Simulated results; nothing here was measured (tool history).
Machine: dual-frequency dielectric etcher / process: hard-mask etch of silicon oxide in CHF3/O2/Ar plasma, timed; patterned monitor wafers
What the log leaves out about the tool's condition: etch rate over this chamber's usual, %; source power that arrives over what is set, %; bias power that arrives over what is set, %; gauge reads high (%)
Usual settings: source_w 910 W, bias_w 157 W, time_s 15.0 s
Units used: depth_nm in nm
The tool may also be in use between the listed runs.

run	hour	source_w	bias_w	time_s	wafers since the last listed run	hours since the last wet clean	hours since the last source power generator calibration	hours since the last bias power generator calibration	hours since the last upper electrode change	hours since the gauge calibration	read-back reference wafer on the same gauge, depth_nm	depth_nm
1	0.0	910	174	15.0	0	243.2	3725.3	4215.1	4676.6	187.5	34.68	31.63
2	20.3	910	174	15.0	311	263.5	3745.6	4235.4	4696.9	207.8	34.69	31.40
3	50.4	910	174	15.0	462	293.6	3775.7	4265.5	4727.0	237.9	34.71	31.59
4	71.1	910	157	15.0	318	314.3	3796.4	4286.2	4747.7	258.6	34.72	30.16
5	87.9	910	157	15.0	258	331.1	3813.2	4303.0	4764.5	275.4	34.66	30.38
6	117.4	910	157	15.0	453	360.6	3842.7	4332.5	4794.0	304.9	34.70	30.28
# hour 130.0: bias power generator calibrated
7	143.5	910	157	12.0	339	386.7	3868.8	13.5	4820.1	331.0	34.71	24.24
# hour 170.1: source power generator calibrated
# hour 189.7: gauge calibrated
# hour 193.5: upper electrode replaced, of another model than before
# hour 216.2: wet clean of the chamber
8	216.7	910	157	15.0	355	0.5	46.6	86.7	23.2	27.0	34.71	31.49
9	217.0	740	157	12.0	4	0.8	46.9	87.0	23.5	27.3	34.70	22.18
10	217.3	730	185	17.5	4	1.1	47.2	87.3	23.8	27.6	34.67	34.14
11	238.4	790	157	15.0	324	22.2	68.3	108.4	44.9	48.7	34.68	28.52

What will run 12 give?
12	268.1	910	157	15.0	456	51.9	98.0	138.1	74.6	78.4	?	?

read-back reference wafer on the same gauge, depth_nm: 34.73
depth_nm: 31.13 nm
With the hidden condition absent and the run-to-run variation left alone, this run would have shown depth_nm 31.39 nm.

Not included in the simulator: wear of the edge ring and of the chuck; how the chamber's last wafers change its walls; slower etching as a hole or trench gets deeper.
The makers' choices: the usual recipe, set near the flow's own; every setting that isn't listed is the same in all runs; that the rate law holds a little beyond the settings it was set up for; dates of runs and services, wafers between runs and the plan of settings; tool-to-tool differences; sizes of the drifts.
